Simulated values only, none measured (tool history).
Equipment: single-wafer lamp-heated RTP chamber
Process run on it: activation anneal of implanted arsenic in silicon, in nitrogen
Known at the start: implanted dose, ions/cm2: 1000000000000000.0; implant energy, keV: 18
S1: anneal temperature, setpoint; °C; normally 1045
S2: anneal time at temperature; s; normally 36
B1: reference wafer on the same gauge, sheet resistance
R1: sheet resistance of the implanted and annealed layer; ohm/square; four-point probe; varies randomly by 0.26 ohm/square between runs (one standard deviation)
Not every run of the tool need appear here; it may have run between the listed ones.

run 1 hour=0.0 | S1=1061 S2=48 | B1=103.98 | R1=103.72
run 2 hour=43.1 | S1=1061 S2=48 | B1=103.98 | R1=103.60
-- hour=54.2 pyrometer window cleaned and pyrometer calibrated
run 3 hour=92.0 | S1=1057 S2=36 | B1=103.93 | R1=107.42
run 4 hour=157.5 | S1=1045 S2=51 | B1=104.05 | R1=106.28
run 5 hour=221.6 | S1=1045 S2=51 | B1=104.02 | R1=106.16
run 6 hour=324.1 | S1=1045 S2=36 | B1=103.98 | R1=109.47
run 7 hour=379.8 | S1=1045 S2=44 | B1=103.98 | R1=107.00
run 8 hour=424.5 | S1=1054 S2=21 | B1=104.00 | R1=112.36
-- hour=460.8 pyrometer window cleaned and pyrometer calibrated
run 9 hour=492.1 | S1=1045 S2=36 | B1=103.93 | R1=109.94
-- hour=499.0 gauge calibrated
-- hour=505.6 reflector plate cleaned
run 10 hour=679.7 | S1=1045 S2=36 | B1=103.91 | R1=110.41
run 11 hour=756.2 | S1=1059 S2=43 | B1=104.00 | R1=105.49
run 12 hour=808.7 | S1=1028 S2=36 | B1=103.97 | R1=113.90
-- hour=872.3 pyrometer window cleaned and pyrometer calibrated
run 13 hour=872.8 | S1=1066 S2=28 | B1=103.97 | R1=107.75
run 14 hour=906.6 | S1=1045 S2=36 | B1=104.06 | R1=109.39
run 15 hour=1013.4 | S1=1034 S2=36 | B1=103.94 | R1=112.15

Forecast each of these 3 alternatives for the next run:
run A hour=1013.8 | S1=1045 S2=53 | B1=? | R1=?
run B hour=1013.8 | S1=1025 S2=36 | B1=? | R1=?
run C hour=1013.8 | S1=1016 S2=24 | B1=? | R1=?

run=A B1=103.99 R1=105.98
run=B B1=103.99 R1=114.08
run=C B1=103.99 R1=121.07
With no hidden state in the tool, these same runs would have given:
run=A R1=107.58
run=B R1=116.04
run=C R1=123.49
